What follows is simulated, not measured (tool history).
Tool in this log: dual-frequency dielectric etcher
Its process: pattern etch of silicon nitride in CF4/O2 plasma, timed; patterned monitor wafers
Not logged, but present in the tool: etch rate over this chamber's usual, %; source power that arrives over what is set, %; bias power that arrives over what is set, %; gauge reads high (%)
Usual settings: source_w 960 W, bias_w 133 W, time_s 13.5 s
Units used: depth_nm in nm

| run | hour | source_w | bias_w | time_s | wafers since the last listed run | hours since the last wet clean | hours since the last source power generator calibration | hours since the last bias power generator calibration | hours since the last upper electrode change | hours since the gauge calibration | read-back reference wafer on the same gauge, depth_nm | depth_nm |
|---|---|---|---|---|---|---|---|---|---|---|---|---|
| 1 | 0.0 | 960 | 133 | 13.5 | 0 | 233.9 | 4063.3 | 1355.0 | 2948.9 | 423.3 | 45.49 | 45.28 |
| 2 | 11.2 | 960 | 133 | 13.5 | 257 | 245.1 | 4074.5 | 1366.2 | 2960.1 | 434.5 | 45.50 | 45.53 |
| 3 | 24.1 | 960 | 133 | 13.5 | 297 | 258.0 | 4087.4 | 1379.1 | 2973.0 | 447.4 | 45.47 | 45.72 |
|  | 42.9 | source power generator calibrated |
| 4 | 43.4 | 960 | 133 | 13.5 | 352 | 277.3 | 0.5 | 1398.4 | 2992.3 | 466.7 | 45.49 | 45.64 |
| 5 | 47.5 | 960 | 133 | 13.5 | 94 | 281.4 | 4.6 | 1402.5 | 2996.4 | 470.8 | 45.45 | 46.01 |
| 6 | 55.2 | 960 | 133 | 13.5 | 177 | 289.1 | 12.3 | 1410.2 | 3004.1 | 478.5 | 45.54 | 45.55 |
| 7 | 73.0 | 960 | 133 | 13.5 | 409 | 306.9 | 30.1 | 1428.0 | 3021.9 | 496.3 | 45.49 | 45.97 |
|  | 80.7 | gauge calibrated |
| 8 | 100.3 | 960 | 120 | 13.5 | 628 | 334.2 | 57.4 | 1455.3 | 3049.2 | 19.6 | 45.56 | 44.25 |
|  | 131.1 | wet clean of the chamber |
| 9 | 131.6 | 960 | 133 | 13.5 | 168 | 0.5 | 88.7 | 1486.6 | 3080.5 | 50.9 | 45.49 | 45.03 |
| 10 | 131.9 | 1080 | 133 | 13.5 | 6 | 0.8 | 89.0 | 1486.9 | 3080.8 | 51.2 | 45.45 | 50.86 |
| 11 | 158.5 | 840 | 147 | 17.0 | 612 | 27.4 | 115.6 | 1513.5 | 3107.4 | 77.8 | 45.54 | 51.23 |
| 12 | 174.5 | 1040 | 157 | 10.0 | 368 | 43.4 | 131.6 | 1529.5 | 3123.4 | 93.8 | 45.50 | 39.00 |
| 13 | 187.8 | 1180 | 133 | 13.5 | 306 | 56.7 | 144.9 | 1542.8 | 3136.7 | 107.1 | 45.55 | 55.72 |
| 14 | 195.5 | 960 | 133 | 13.5 | 177 | 64.4 | 152.6 | 1550.5 | 3144.4 | 114.8 | 45.47 | 45.36 |
| 15 | 202.4 | 960 | 133 | 13.5 | 158 | 71.3 | 159.5 | 1557.4 | 3151.3 | 121.7 | 45.50 | 44.76 |
| 16 | 214.6 | 1150 | 112 | 16.0 | 280 | 83.5 | 171.7 | 1569.6 | 3163.5 | 133.9 | 45.52 | 60.61 |
| 17 | 222.2 | 960 | 133 | 13.5 | 175 | 91.1 | 179.3 | 1577.2 | 3171.1 | 141.5 | 45.47 | 45.52 |
| 18 | 233.7 | 960 | 102 | 15.5 | 264 | 102.6 | 190.8 | 1588.7 | 3182.6 | 153.0 | 45.51 | 46.86 |
| 19 | 247.2 | 960 | 133 | 13.5 | 310 | 116.1 | 204.3 | 1602.2 | 3196.1 | 166.5 | 45.51 | 45.19 |
| 20 | 254.0 | 960 | 133 | 10.5 | 156 | 122.9 | 211.1 | 1609.0 | 3202.9 | 173.3 | 45.49 | 35.33 |
|  | 272.0 | bias power generator calibrated |
|  | 294.6 | upper electrode replaced |
| 21 | 295.1 | 960 | 148 | 17.0 | 332 | 164.0 | 252.2 | 23.1 | 0.5 | 214.4 | 45.47 | 60.20 |
| 22 | 295.5 | 770 | 102 | 10.0 | 9 | 164.4 | 252.6 | 23.5 | 0.9 | 214.8 | 45.53 | 23.99 |
| 23 | 295.8 | 960 | 149 | 13.5 | 6 | 164.7 | 252.9 | 23.8 | 1.2 | 215.1 | 45.53 | 48.14 |
| 24 | 308.9 | 1150 | 133 | 15.0 | 301 | 177.8 | 266.0 | 36.9 | 14.3 | 228.2 | 45.51 | 61.49 |
| 25 | 324.9 | 960 | 133 | 13.5 | 368 | 193.8 | 282.0 | 52.9 | 30.3 | 244.2 | 45.49 | 45.84 |
| 26 | 335.9 | 960 | 109 | 13.5 | 253 | 204.8 | 293.0 | 63.9 | 41.3 | 255.2 | 45.45 | 41.87 |
| 27 | 353.8 | 960 | 133 | 13.5 | 412 | 222.7 | 310.9 | 81.8 | 59.2 | 273.1 | 45.54 | 46.13 |
| 28 | 371.0 | 870 | 133 | 13.5 | 396 | 239.9 | 328.1 | 99.0 | 76.4 | 290.3 | 45.49 | 41.17 |
| 29 | 388.5 | 1050 | 102 | 10.5 | 403 | 257.4 | 345.6 | 116.5 | 93.9 | 307.8 | 45.44 | 35.40 |
| 30 | 402.1 | 960 | 151 | 15.5 | 313 | 271.0 | 359.2 | 130.1 | 107.5 | 321.4 | 45.48 | 55.39 |
| 31 | 430.6 | 960 | 115 | 12.0 | 656 | 299.5 | 387.7 | 158.6 | 136.0 | 349.9 | 45.47 | 38.71 |

Measured less the same run without the tool's hidden state. The same run-to-run variation is in both; the gauge's scatter may not be:
| run | depth_nm |
|---|---|
| 1 | +0.83 |
| 2 | +0.87 |
| 3 | +0.91 |
| 4 | +0.97 |
| 5 | +0.99 |
| 6 | +1.01 |
| 7 | +1.08 |
| 8 | +1.13 |
| 9 | +0.32 |
| 10 | +0.36 |
| 11 | +0.46 |
| 12 | +0.40 |
| 13 | +0.62 |
| 14 | +0.53 |
| 15 | +0.55 |
| 16 | +0.80 |
| 17 | +0.62 |
| 18 | +0.69 |
| 19 | +0.70 |
| 20 | +0.57 |
| 21 | +1.15 |
| 22 | +0.46 |
| 23 | +0.92 |
| 24 | +1.23 |
| 25 | +0.97 |
| 26 | +0.92 |
| 27 | +1.07 |
| 28 | +1.01 |
| 29 | +0.91 |
| 30 | +1.49 |
| 31 | +1.11 |
